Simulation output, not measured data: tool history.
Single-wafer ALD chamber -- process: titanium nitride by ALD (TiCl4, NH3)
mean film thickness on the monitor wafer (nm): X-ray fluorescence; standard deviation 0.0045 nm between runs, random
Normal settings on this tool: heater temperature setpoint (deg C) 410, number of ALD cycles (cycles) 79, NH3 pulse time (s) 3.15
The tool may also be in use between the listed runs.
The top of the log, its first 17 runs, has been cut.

run   hour  heater temperature setpoint (deg C)  number of ALD cycles (cycles)  NH3 pulse time (s)  wafers since the last listed run  hours since the last thermocouple change  hours since the showerhead was replaced  hours since the gauge calibration  read-back reference wafer on the same gauge, thickness_nm  mean film thickness on the monitor wafer (nm)
 18  392.3                                  410                             79                3.15                                39                                    1857.7                                   7419.9                              663.0                                                      1.520                                          1.802
     404.2  -- gauge calibrated
 19  404.4                                  410                             94                3.71                                36                                    1869.8                                   7432.0                                0.2                                                      1.520                                          2.155
 20  436.0                                  410                             79                2.55                                95                                    1901.4                                   7463.6                               31.8                                                      1.521                                          1.784
 21  470.3                                  410                             66                3.15                               103                                    1935.7                                   7497.9                               66.1                                                      1.519                                          1.503
 22  482.5                                  403                             79                3.15                                36                                    1947.9                                   7510.1                               78.3                                                      1.520                                          1.793
 23  512.6                                  395                             79                3.15                                90                                    1978.0                                   7540.2                              108.4                                                      1.520                                          1.791
 24  532.7                                  410                             79                3.15                                60                                    1998.1                                   7560.3                              128.5                                                      1.521                                          1.802
 25  563.5                                  410                             79                4.15                                92                                    2028.9                                   7591.1                              159.3                                                      1.520                                          1.814
     573.2  -- showerhead replaced
     581.0  -- thermocouple changed; heater temperature recalibrated
 26  585.7                                  422                             79                3.47                                19                                       4.7                                     12.5                              181.5                                                      1.520                                          1.811
 27  621.1                                  406                             87                3.15                               106                                      40.1                                     47.9                              216.9                                                      1.520                                          1.978
 28  637.5                                  399                             87                2.32                                49                                      56.5                                     64.3                              233.3                                                      1.520                                          1.952
 29  657.0                                  410                             79                3.54                                58                                      76.0                                     83.8                              252.8                                                      1.519                                          1.804
 30  681.9                                  410                             79                3.58                                74                                     100.9                                    108.7                              277.7                                                      1.519                                          1.800
 31  704.3                                  410                             85                3.15                                67                                     123.3                                    131.1                              300.1                                                      1.520                                          1.937
 32  718.6                                  410                             79                3.15                                43                                     137.6                                    145.4                              314.4                                                      1.520                                          1.805
 33  733.0                                  398                             79                3.15                                43                                     152.0                                    159.8                              328.8                                                      1.521                                          1.798
 34  754.8                                  421                             67                2.76                                65                                     173.8                                    181.6                              350.6                                                      1.521                                          1.528
 35  787.6                                  397                             70                2.59                                98                                     206.6                                    214.4                              383.4                                                      1.520                                          1.578
 36  822.5                                  399                             83                2.64                               105                                     241.5                                    249.3                              418.3                                                      1.521                                          1.870
 37  851.5                                  410                             79                1.92                                87                                     270.5                                    278.3                              447.3                                                      1.520                                          1.774
 38  881.1                                  417                             66                3.15                                89                                     300.1                                    307.9                              476.9                                                      1.520                                          1.498
 39  903.3                                  410                             79                3.15                                66                                     322.3                                    330.1                              499.1                                                      1.520                                          1.800

Here are 5 independent what-if runs from the current tool condition. What would each one return?
  A  903.9                                  410                             88                3.15                                 1                                     322.9                                    330.7                              499.7                                                          ?                                              ?
  B  903.9                                  405                             79                3.15                                 1                                     322.9                                    330.7                              499.7                                                          ?                                              ?
  C  903.9                                  410                             69                3.15                                 1                                     322.9                                    330.7                              499.7                                                          ?                                              ?
  D  903.9                                  415                             92                4.22                                 1                                     322.9                                    330.7                              499.7                                                          ?                                              ?
  E  903.9                                  410                             94                1.94                                 1                                     322.9                                    330.7                              499.7                                                          ?                                              ?

run  read-back reference wafer on the same gauge, thickness_nm  mean film thickness on the monitor wafer (nm)
  A                                                      1.520                                          1.999
  B                                                      1.520                                          1.793
  C                                                      1.520                                          1.567
  D                                                      1.520                                          2.105
  E                                                      1.520                                          2.104
Without the tool's hidden state the same runs would have given:
run  mean film thickness on the monitor wafer (nm)
  A                                          1.999
  B                                          1.793
  C                                          1.567
  D                                          2.105
  E                                          2.104
